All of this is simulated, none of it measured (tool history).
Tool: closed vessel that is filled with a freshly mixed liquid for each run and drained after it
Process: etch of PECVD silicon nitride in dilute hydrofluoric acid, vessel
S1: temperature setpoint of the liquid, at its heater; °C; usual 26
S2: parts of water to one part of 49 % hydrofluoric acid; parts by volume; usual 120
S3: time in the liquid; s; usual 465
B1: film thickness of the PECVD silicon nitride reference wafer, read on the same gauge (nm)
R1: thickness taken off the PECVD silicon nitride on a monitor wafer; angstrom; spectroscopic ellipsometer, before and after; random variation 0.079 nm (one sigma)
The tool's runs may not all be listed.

run    hour    S1   S2   S3      B1     R1
  1       0    26  120  465  109.99  163.8
  2    66.4    26  120  465  109.97  164.2
  3   116.5    26  120  465  110.01  163.1
  4   209.4    26  120  600  109.94  210.6
  5   299.2    26  120  600  110.01    209
  6   357.3    26  120  600  110.03  209.7
  7     437    26  120  465     110  162.6
  8   476.9    26  120  465  110.02  162.8
  9     513    26  120  465     110  161.2
 10   577.7  24.5  120  465  109.99  146.3
      663.1  -- gauge calibrated
 11   676.8  23.5  120  595     110    175
 12   776.8    26  145  465  109.96  133.2
 13   823.6    26   85  465  110.02    228
 14   906.5    26   85  540  109.97  263.1
 15  1019.7    30  120  320  109.99  141.3
 16  1069.8    26   90  465  109.95  214.5
 17  1116.7    26  155  465     110  125.1
 18  1191.3    26  120  465  110.01  160.2
 19    1283  27.5  120  665  109.98  250.8
 20  1358.5    29  120  240  109.98  100.7
 21  1406.4    26   95  465  109.96  200.3
 22  1464.9    26   85  255  110.02  122.8
 23  1533.6    26   90  595  110.04  271.9
 24  1689.8    30  165  585  109.98  186.5
 25  1735.1    22  120  215  109.97   56.4
 26  1779.5    26  140  465  109.97  136.5
 27  1871.5  24.5  120  465  110.01  144.3
     1926.8  -- thermometer replaced
     1957.5  -- hydrofluoric acid flow meter replaced
 28  2030.9    26  120  465  109.95    163
 29  2120.2    26   85  725  110.02    357
 30  2178.5    26  120  465     110    163
 31  2282.5  29.5  120  465  110.02  203.7
 32  2327.7    26  120  465  109.98  164.1

Forecast each of these 4 alternatives for the next run:
  A  2328.5    26  120  465   ?   ?
  B  2328.5    26  165  730   ?   ?
  C  2328.5    31  165  260   ?   ?
  D  2328.5  22.5  120  465   ?   ?

run   B1     R1
  A  110  162.1
  B  110  185.3
  C  110   89.8
  D  110    129
Without the tool's hidden state the same runs would have given:
run     R1
  A  163.2
  B  186.6
  C   90.4
  D  129.9
